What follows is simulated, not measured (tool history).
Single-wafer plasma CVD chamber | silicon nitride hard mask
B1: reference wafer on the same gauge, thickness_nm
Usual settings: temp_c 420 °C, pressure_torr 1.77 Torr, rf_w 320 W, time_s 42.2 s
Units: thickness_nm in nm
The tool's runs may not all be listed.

{"run": 1, "hour": 0.0, "temp_c": 420, "pressure_torr": 1.99, "rf_w": 320, "time_s": 42.2, "B1": 41.908, "thickness_nm": 51.367}
{"run": 2, "hour": 11.3, "temp_c": 420, "pressure_torr": 1.77, "rf_w": 320, "time_s": 42.2, "B1": 41.941, "thickness_nm": 49.179}
{"run": 3, "hour": 21.5, "temp_c": 420, "pressure_torr": 1.77, "rf_w": 320, "time_s": 42.2, "B1": 41.918, "thickness_nm": 49.22}
{"run": 4, "hour": 39.3, "temp_c": 420, "pressure_torr": 1.77, "rf_w": 320, "time_s": 42.2, "B1": 41.904, "thickness_nm": 49.282}
{"run": 5, "hour": 52.7, "temp_c": 412, "pressure_torr": 1.77, "rf_w": 320, "time_s": 42.2, "B1": 41.919, "thickness_nm": 49.386}
{"run": 6, "hour": 63.0, "temp_c": 412, "pressure_torr": 1.77, "rf_w": 320, "time_s": 42.2, "B1": 41.916, "thickness_nm": 49.222}
{"run": 7, "hour": 74.3, "temp_c": 420, "pressure_torr": 1.77, "rf_w": 320, "time_s": 42.2, "B1": 41.909, "thickness_nm": 49.088}
{"run": 8, "hour": 83.6, "temp_c": 420, "pressure_torr": 1.77, "rf_w": 320, "time_s": 42.2, "B1": 41.898, "thickness_nm": 49.138}
{"run": 9, "hour": 100.8, "temp_c": 420, "pressure_torr": 1.77, "rf_w": 320, "time_s": 42.2, "B1": 41.874, "thickness_nm": 49.223}
{"run": 10, "hour": 114.4, "temp_c": 420, "pressure_torr": 1.77, "rf_w": 320, "time_s": 42.2, "B1": 41.915, "thickness_nm": 49.247}
{"run": 11, "hour": 129.0, "temp_c": 420, "pressure_torr": 1.77, "rf_w": 320, "time_s": 42.2, "B1": 41.905, "thickness_nm": 49.427}
{"hour": 136.2, "done": "gauge calibrated"}
{"hour": 139.6, "done": "capacitance manometer re-zeroed and calibrated"}
{"run": 12, "hour": 142.9, "temp_c": 420, "pressure_torr": 1.77, "rf_w": 320, "time_s": 42.2, "B1": 41.887, "thickness_nm": 49.093}
{"run": 13, "hour": 151.7, "temp_c": 420, "pressure_torr": 2.19, "rf_w": 305, "time_s": 45.5, "B1": 41.894, "thickness_nm": 56.02}
{"run": 14, "hour": 163.6, "temp_c": 409, "pressure_torr": 2.21, "rf_w": 265, "time_s": 34.9, "B1": 41.91, "thickness_nm": 40.943}
{"hour": 182.4, "done": "RF generator calibrated"}
{"hour": 184.1, "done": "showerhead replaced"}
{"run": 15, "hour": 184.6, "temp_c": 420, "pressure_torr": 1.77, "rf_w": 320, "time_s": 44.5, "B1": 41.94, "thickness_nm": 53.852}
{"run": 16, "hour": 189.0, "temp_c": 420, "pressure_torr": 2.19, "rf_w": 305, "time_s": 45.5, "B1": 41.919, "thickness_nm": 58.227}
{"run": 17, "hour": 225.5, "temp_c": 427, "pressure_torr": 2, "rf_w": 340, "time_s": 48.2, "B1": 41.909, "thickness_nm": 62.216}
{"run": 18, "hour": 259.9, "temp_c": 420, "pressure_torr": 1.77, "rf_w": 320, "time_s": 42.2, "B1": 41.924, "thickness_nm": 50.741}
{"run": 19, "hour": 273.5, "temp_c": 420, "pressure_torr": 1.77, "rf_w": 360, "time_s": 42.2, "B1": 41.901, "thickness_nm": 53.276}
{"run": 20, "hour": 282.0, "temp_c": 431, "pressure_torr": 1.77, "rf_w": 320, "time_s": 42.2, "B1": 41.885, "thickness_nm": 50.678}
{"hour": 305.7, "done": "thermocouple changed; heater temperature recalibrated"}
{"run": 21, "hour": 306.2, "temp_c": 433, "pressure_torr": 1.49, "rf_w": 295, "time_s": 46.4, "B1": 41.893, "thickness_nm": 49.718}
{"run": 22, "hour": 310.6, "temp_c": 420, "pressure_torr": 1.63, "rf_w": 275, "time_s": 42.2, "B1": 41.875, "thickness_nm": 45.944}
{"run": 23, "hour": 325.2, "temp_c": 408, "pressure_torr": 2.11, "rf_w": 320, "time_s": 45.4, "B1": 41.89, "thickness_nm": 58.465}
{"run": 24, "hour": 337.6, "temp_c": 420, "pressure_torr": 1.77, "rf_w": 340, "time_s": 45.6, "B1": 41.881, "thickness_nm": 56.192}
{"run": 25, "hour": 351.4, "temp_c": 420, "pressure_torr": 1.77, "rf_w": 320, "time_s": 42.2, "B1": 41.914, "thickness_nm": 50.443}
{"run": 26, "hour": 368.4, "temp_c": 410, "pressure_torr": 1.77, "rf_w": 355, "time_s": 42.2, "B1": 41.885, "thickness_nm": 52.963}
{"run": 27, "hour": 381.2, "temp_c": 420, "pressure_torr": 1.52, "rf_w": 320, "time_s": 42.2, "B1": 41.921, "thickness_nm": 47.328}
{"run": 28, "hour": 389.4, "temp_c": 420, "pressure_torr": 1.77, "rf_w": 320, "time_s": 42.2, "B1": 41.899, "thickness_nm": 50.493}
{"run": 29, "hour": 402.9, "temp_c": 420, "pressure_torr": 1.39, "rf_w": 320, "time_s": 42.2, "B1": 41.924, "thickness_nm": 45.241}
{"run": 30, "hour": 451.8, "temp_c": 420, "pressure_torr": 1.35, "rf_w": 360, "time_s": 49.9, "B1": 41.906, "thickness_nm": 55.063}

Forecast each of these 3 alternatives for the next run:
{"run": "A", "hour": 452.2, "temp_c": 420, "pressure_torr": 1.77, "rf_w": 320, "time_s": 42.2, "B1": "?", "thickness_nm": "?"}
{"run": "B", "hour": 452.2, "temp_c": 431, "pressure_torr": 1.77, "rf_w": 320, "time_s": 35.4, "B1": "?", "thickness_nm": "?"}
{"run": "C", "hour": 452.2, "temp_c": 420, "pressure_torr": 1.77, "rf_w": 265, "time_s": 42.2, "B1": "?", "thickness_nm": "?"}

run=A B1=41.918 thickness_nm=50.257
run=B B1=41.918 thickness_nm=41.971
run=C B1=41.918 thickness_nm=46.531
Without the tool's hidden state the same runs would have given:
run=A thickness_nm=50.867
run=B thickness_nm=42.48
run=C thickness_nm=47.114

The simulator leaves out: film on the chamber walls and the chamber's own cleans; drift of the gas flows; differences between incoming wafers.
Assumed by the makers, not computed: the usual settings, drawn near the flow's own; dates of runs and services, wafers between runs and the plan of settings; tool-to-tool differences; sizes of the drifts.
